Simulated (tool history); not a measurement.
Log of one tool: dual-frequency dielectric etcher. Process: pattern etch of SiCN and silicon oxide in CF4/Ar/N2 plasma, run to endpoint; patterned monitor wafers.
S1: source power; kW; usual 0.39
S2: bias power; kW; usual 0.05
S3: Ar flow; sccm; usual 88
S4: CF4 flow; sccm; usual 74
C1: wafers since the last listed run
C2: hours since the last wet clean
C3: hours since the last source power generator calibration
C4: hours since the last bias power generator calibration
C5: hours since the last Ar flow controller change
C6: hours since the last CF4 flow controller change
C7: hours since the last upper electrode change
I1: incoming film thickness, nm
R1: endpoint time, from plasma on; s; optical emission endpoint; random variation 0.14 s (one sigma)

{"run": 1, "hour": 0.0, "S1": 0.48, "S2": 0.053, "S3": 88, "S4": 74, "C1": 0, "C2": 111.8, "C3": 84.4, "C4": 119, "C5": 6057, "C6": 2957, "C7": 3043.3, "I1": 17.48, "R1": 21.8}
{"run": 2, "hour": 10.1, "S1": 0.39, "S2": 0.061, "S3": 88, "S4": 74, "C1": 211, "C2": 121.9, "C3": 94.5, "C4": 129.1, "C5": 6067.1, "C6": 2967.1, "C7": 3053.4, "I1": 17.46, "R1": 24.2}
{"run": 3, "hour": 26.6, "S1": 0.39, "S2": 0.05, "S3": 88, "S4": 74, "C1": 345, "C2": 138.4, "C3": 111, "C4": 145.6, "C5": 6083.6, "C6": 2983.6, "C7": 3069.9, "I1": 17.53, "R1": 26.6}
{"hour": 44.6, "done": "CF4 flow controller replaced"}
{"run": 4, "hour": 45.1, "S1": 0.39, "S2": 0.05, "S3": 88, "S4": 57, "C1": 262, "C2": 156.9, "C3": 129.5, "C4": 164.1, "C5": 6102.1, "C6": 0.5, "C7": 3088.4, "I1": 17.52, "R1": 29}
{"run": 5, "hour": 50.8, "S1": 0.39, "S2": 0.05, "S3": 106, "S4": 74, "C1": 119, "C2": 162.6, "C3": 135.2, "C4": 169.8, "C5": 6107.8, "C6": 6.2, "C7": 3094.1, "I1": 17.6, "R1": 28}
{"run": 6, "hour": 61.5, "S1": 0.39, "S2": 0.05, "S3": 110, "S4": 65, "C1": 224, "C2": 173.3, "C3": 145.9, "C4": 180.5, "C5": 6118.5, "C6": 16.9, "C7": 3104.8, "I1": 17.4, "R1": 29}
{"run": 7, "hour": 76.6, "S1": 0.42, "S2": 0.05, "S3": 88, "S4": 74, "C1": 316, "C2": 188.4, "C3": 161, "C4": 195.6, "C5": 6133.6, "C6": 32, "C7": 3119.9, "I1": 17.55, "R1": 25.2}
{"run": 8, "hour": 87.1, "S1": 0.47, "S2": 0.04, "S3": 81, "S4": 74, "C1": 220, "C2": 198.9, "C3": 171.5, "C4": 206.1, "C5": 6144.1, "C6": 42.5, "C7": 3130.4, "I1": 17.46, "R1": 24.6}
{"run": 9, "hour": 105.0, "S1": 0.39, "S2": 0.05, "S3": 88, "S4": 74, "C1": 375, "C2": 216.8, "C3": 189.4, "C4": 224, "C5": 6162, "C6": 60.4, "C7": 3148.3, "I1": 17.28, "R1": 26.7}
{"run": 10, "hour": 117.4, "S1": 0.49, "S2": 0.055, "S3": 67, "S4": 74, "C1": 259, "C2": 229.2, "C3": 201.8, "C4": 236.4, "C5": 6174.4, "C6": 72.8, "C7": 3160.7, "I1": 17.37, "R1": 19.9}
{"hour": 157.9, "done": "upper electrode replaced"}
{"run": 11, "hour": 158.4, "S1": 0.39, "S2": 0.05, "S3": 88, "S4": 88, "C1": 356, "C2": 270.2, "C3": 242.8, "C4": 277.4, "C5": 6215.4, "C6": 113.8, "C7": 0.5, "I1": 17.53, "R1": 26.3}
{"run": 12, "hour": 158.7, "S1": 0.45, "S2": 0.05, "S3": 102, "S4": 61, "C1": 6, "C2": 270.5, "C3": 243.1, "C4": 277.7, "C5": 6215.7, "C6": 114.1, "C7": 0.8, "I1": 17.37, "R1": 25.9}
{"run": 13, "hour": 162.6, "S1": 0.48, "S2": 0.05, "S3": 88, "S4": 74, "C1": 81, "C2": 274.4, "C3": 247, "C4": 281.6, "C5": 6219.6, "C6": 118, "C7": 4.7, "I1": 17.5, "R1": 22.7}
{"hour": 190.5, "done": "Ar flow controller replaced"}
{"hour": 207.3, "done": "wet clean of the chamber"}
{"run": 14, "hour": 213.4, "S1": 0.39, "S2": 0.05, "S3": 88, "S4": 74, "C1": 588, "C2": 6.1, "C3": 297.8, "C4": 332.4, "C5": 22.9, "C6": 168.8, "C7": 55.5, "I1": 17.46, "R1": 26.5}
{"run": 15, "hour": 228.0, "S1": 0.39, "S2": 0.05, "S3": 88, "S4": 87, "C1": 306, "C2": 20.7, "C3": 312.4, "C4": 347, "C5": 37.5, "C6": 183.4, "C7": 70.1, "I1": 17.37, "R1": 25.4}
{"run": 16, "hour": 245.9, "S1": 0.49, "S2": 0.05, "S3": 88, "S4": 74, "C1": 375, "C2": 38.6, "C3": 330.3, "C4": 364.9, "C5": 55.4, "C6": 201.3, "C7": 88, "I1": 17.65, "R1": 21.9}
{"run": 17, "hour": 261.4, "S1": 0.39, "S2": 0.05, "S3": 88, "S4": 74, "C1": 324, "C2": 54.1, "C3": 345.8, "C4": 380.4, "C5": 70.9, "C6": 216.8, "C7": 103.5, "I1": 17.35, "R1": 26.3}
{"run": 18, "hour": 279.2, "S1": 0.36, "S2": 0.05, "S3": 107, "S4": 65, "C1": 373, "C2": 71.9, "C3": 363.6, "C4": 398.2, "C5": 88.7, "C6": 234.6, "C7": 121.3, "I1": 17.6, "R1": 31}
{"run": 19, "hour": 324.7, "S1": 0.35, "S2": 0.05, "S3": 88, "S4": 74, "C1": 953, "C2": 117.4, "C3": 409.1, "C4": 443.7, "C5": 134.2, "C6": 280.1, "C7": 166.8, "I1": 17.37, "R1": 29.1}
{"run": 20, "hour": 335.6, "S1": 0.39, "S2": 0.05, "S3": 88, "S4": 74, "C1": 228, "C2": 128.3, "C3": 420, "C4": 454.6, "C5": 145.1, "C6": 291, "C7": 177.7, "I1": 17.38, "R1": 26.5}
{"run": 21, "hour": 347.9, "S1": 0.39, "S2": 0.05, "S3": 88, "S4": 74, "C1": 257, "C2": 140.6, "C3": 432.3, "C4": 466.9, "C5": 157.4, "C6": 303.3, "C7": 190, "I1": 17.45, "R1": 26.7}
{"run": 22, "hour": 362.2, "S1": 0.39, "S2": 0.05, "S3": 88, "S4": 59, "C1": 299, "C2": 154.9, "C3": 446.6, "C4": 481.2, "C5": 171.7, "C6": 317.6, "C7": 204.3, "I1": 17.4, "R1": 28.8}
{"run": 23, "hour": 405.2, "S1": 0.39, "S2": 0.041, "S3": 110, "S4": 74, "C1": 901, "C2": 197.9, "C3": 489.6, "C4": 524.2, "C5": 214.7, "C6": 360.6, "C7": 247.3, "I1": 17.34, "R1": 30.8}

Forecast each of these 5 alternatives for the next run:
{"run": "A", "hour": 405.6, "S1": 0.39, "S2": 0.05, "S3": 88, "S4": 74, "C1": 8, "C2": 198.3, "C3": 490, "C4": 524.6, "C5": 215.1, "C6": 361, "C7": 247.7, "I1": 17.59, "R1": "?"}
{"run": "B", "hour": 405.6, "S1": 0.29, "S2": 0.056, "S3": 88, "S4": 84, "C1": 8, "C2": 198.3, "C3": 490, "C4": 524.6, "C5": 215.1, "C6": 361, "C7": 247.7, "I1": 17.59, "R1": "?"}
{"run": "C", "hour": 405.6, "S1": 0.3, "S2": 0.044, "S3": 97, "S4": 60, "C1": 8, "C2": 198.3, "C3": 490, "C4": 524.6, "C5": 215.1, "C6": 361, "C7": 247.7, "I1": 17.59, "R1": "?"}
{"run": "D", "hour": 405.6, "S1": 0.39, "S2": 0.05, "S3": 88, "S4": 66, "C1": 8, "C2": 198.3, "C3": 490, "C4": 524.6, "C5": 215.1, "C6": 361, "C7": 247.7, "I1": 17.59, "R1": "?"}
{"run": "E", "hour": 405.6, "S1": 0.49, "S2": 0.05, "S3": 79, "S4": 74, "C1": 8, "C2": 198.3, "C3": 490, "C4": 524.6, "C5": 215.1, "C6": 361, "C7": 247.7, "I1": 17.59, "R1": "?"}

run=A R1=27.2
run=B R1=32.3
run=C R1=39.1
run=D R1=28.1
run=E R1=21.9
Without the tool's hidden state the same runs would have given:
run=A R1=26.1
run=B R1=30.9
run=C R1=37.5
run=D R1=26.9
run=E R1=21

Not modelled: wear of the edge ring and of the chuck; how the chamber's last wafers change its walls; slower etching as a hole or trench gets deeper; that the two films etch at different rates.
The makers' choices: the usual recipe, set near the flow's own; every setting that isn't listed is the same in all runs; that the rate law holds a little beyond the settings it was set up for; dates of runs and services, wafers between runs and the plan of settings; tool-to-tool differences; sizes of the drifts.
